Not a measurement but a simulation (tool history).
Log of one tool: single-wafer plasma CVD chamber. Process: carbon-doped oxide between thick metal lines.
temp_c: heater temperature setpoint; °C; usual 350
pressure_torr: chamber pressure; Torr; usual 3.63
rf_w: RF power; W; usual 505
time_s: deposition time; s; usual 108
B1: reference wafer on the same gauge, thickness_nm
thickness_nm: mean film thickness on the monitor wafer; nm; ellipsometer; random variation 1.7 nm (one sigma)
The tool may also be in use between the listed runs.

{"run": 1, "hour": 0.0, "temp_c": 347, "pressure_torr": 3.63, "rf_w": 505, "time_s": 108, "B1": 444.029, "thickness_nm": 526.201}
{"hour": 55.6, "done": "RF generator calibrated"}
{"run": 2, "hour": 72.4, "temp_c": 347, "pressure_torr": 3.63, "rf_w": 505, "time_s": 108, "B1": 443.962, "thickness_nm": 524.893}
{"run": 3, "hour": 245.1, "temp_c": 347, "pressure_torr": 3.63, "rf_w": 505, "time_s": 108, "B1": 444.013, "thickness_nm": 526.162}
{"hour": 286.5, "done": "gauge calibrated"}
{"run": 4, "hour": 341.1, "temp_c": 350, "pressure_torr": 3.63, "rf_w": 505, "time_s": 108, "B1": 443.67, "thickness_nm": 519.84}
{"run": 5, "hour": 386.9, "temp_c": 350, "pressure_torr": 3.63, "rf_w": 505, "time_s": 108, "B1": 444.018, "thickness_nm": 518.798}
{"run": 6, "hour": 470.5, "temp_c": 350, "pressure_torr": 3.63, "rf_w": 505, "time_s": 108, "B1": 444.063, "thickness_nm": 519.725}
{"run": 7, "hour": 567.3, "temp_c": 350, "pressure_torr": 4.45, "rf_w": 505, "time_s": 121, "B1": 443.847, "thickness_nm": 610.134}
{"hour": 606.4, "done": "capacitance manometer re-zeroed and calibrated"}
{"run": 8, "hour": 639.7, "temp_c": 350, "pressure_torr": 3.32, "rf_w": 505, "time_s": 108, "B1": 444.455, "thickness_nm": 507.149}
{"run": 9, "hour": 699.0, "temp_c": 350, "pressure_torr": 3.63, "rf_w": 505, "time_s": 108, "B1": 444.201, "thickness_nm": 514.933}
{"run": 10, "hour": 769.1, "temp_c": 350, "pressure_torr": 4.16, "rf_w": 445, "time_s": 108, "B1": 443.859, "thickness_nm": 502.74}
{"run": 11, "hour": 846.3, "temp_c": 355, "pressure_torr": 3.63, "rf_w": 505, "time_s": 92, "B1": 443.774, "thickness_nm": 435.161}
{"hour": 865.2, "done": "thermocouple changed; heater temperature recalibrated"}
{"run": 12, "hour": 897.3, "temp_c": 350, "pressure_torr": 3.63, "rf_w": 530, "time_s": 89, "B1": 444.159, "thickness_nm": 433.813}
{"hour": 958.1, "done": "showerhead replaced"}
{"run": 13, "hour": 979.2, "temp_c": 350, "pressure_torr": 3.63, "rf_w": 505, "time_s": 108, "B1": 443.92, "thickness_nm": 518.032}
{"run": 14, "hour": 1068.9, "temp_c": 350, "pressure_torr": 3.63, "rf_w": 440, "time_s": 108, "B1": 443.771, "thickness_nm": 488.126}
{"run": 15, "hour": 1113.1, "temp_c": 350, "pressure_torr": 3.63, "rf_w": 505, "time_s": 108, "B1": 443.894, "thickness_nm": 516.176}
{"run": 16, "hour": 1197.3, "temp_c": 350, "pressure_torr": 3.63, "rf_w": 505, "time_s": 108, "B1": 444.006, "thickness_nm": 521.508}
{"run": 17, "hour": 1282.9, "temp_c": 350, "pressure_torr": 3.63, "rf_w": 550, "time_s": 108, "B1": 443.762, "thickness_nm": 536.165}
{"hour": 1567.8, "done": "RF generator calibrated"}
{"run": 18, "hour": 1568.3, "temp_c": 354, "pressure_torr": 4.47, "rf_w": 450, "time_s": 98, "B1": 443.998, "thickness_nm": 464.529}
{"run": 19, "hour": 1633.6, "temp_c": 356, "pressure_torr": 3.36, "rf_w": 430, "time_s": 121, "B1": 443.999, "thickness_nm": 533.463}
{"run": 20, "hour": 1697.9, "temp_c": 350, "pressure_torr": 3.63, "rf_w": 505, "time_s": 108, "B1": 444.055, "thickness_nm": 519.894}
{"run": 21, "hour": 1762.4, "temp_c": 338, "pressure_torr": 3.63, "rf_w": 565, "time_s": 108, "B1": 444.031, "thickness_nm": 559.758}
{"run": 22, "hour": 1865.8, "temp_c": 343, "pressure_torr": 2.89, "rf_w": 550, "time_s": 91, "B1": 444.016, "thickness_nm": 443.808}
{"run": 23, "hour": 1951.2, "temp_c": 350, "pressure_torr": 3.63, "rf_w": 460, "time_s": 108, "B1": 443.986, "thickness_nm": 502.813}
{"run": 24, "hour": 2033.7, "temp_c": 350, "pressure_torr": 3.63, "rf_w": 475, "time_s": 126, "B1": 444.003, "thickness_nm": 597.123}
{"hour": 2100.8, "done": "thermocouple changed; heater temperature recalibrated"}
{"run": 25, "hour": 2127.7, "temp_c": 350, "pressure_torr": 3.63, "rf_w": 505, "time_s": 108, "B1": 444.081, "thickness_nm": 519.622}
{"run": 26, "hour": 2180.0, "temp_c": 350, "pressure_torr": 3.63, "rf_w": 505, "time_s": 108, "B1": 443.658, "thickness_nm": 522.586}
{"run": 27, "hour": 2240.5, "temp_c": 350, "pressure_torr": 3.63, "rf_w": 605, "time_s": 108, "B1": 443.658, "thickness_nm": 556.689}
{"run": 28, "hour": 2314.9, "temp_c": 346, "pressure_torr": 4, "rf_w": 545, "time_s": 95, "B1": 444.022, "thickness_nm": 489.432}

Forecast each of these 4 alternatives for the next run:
{"run": "A", "hour": 2315.3, "temp_c": 350, "pressure_torr": 3.63, "rf_w": 505, "time_s": 108, "B1": "?", "thickness_nm": "?"}
{"run": "B", "hour": 2315.3, "temp_c": 350, "pressure_torr": 3.63, "rf_w": 505, "time_s": 124, "B1": "?", "thickness_nm": "?"}
{"run": "C", "hour": 2315.3, "temp_c": 343, "pressure_torr": 3.63, "rf_w": 595, "time_s": 108, "B1": "?", "thickness_nm": "?"}
{"run": "D", "hour": 2315.3, "temp_c": 350, "pressure_torr": 2.74, "rf_w": 505, "time_s": 125, "B1": "?", "thickness_nm": "?"}

run=A B1=444.46 thickness_nm=519.641
run=B B1=444.46 thickness_nm=596.24
run=C B1=444.46 thickness_nm=564.77
run=D B1=444.46 thickness_nm=574.888
Without the tool's hidden state the same runs would have given:
run=A thickness_nm=513.73
run=B thickness_nm=589.459
run=C thickness_nm=558.346
run=D thickness_nm=571.372

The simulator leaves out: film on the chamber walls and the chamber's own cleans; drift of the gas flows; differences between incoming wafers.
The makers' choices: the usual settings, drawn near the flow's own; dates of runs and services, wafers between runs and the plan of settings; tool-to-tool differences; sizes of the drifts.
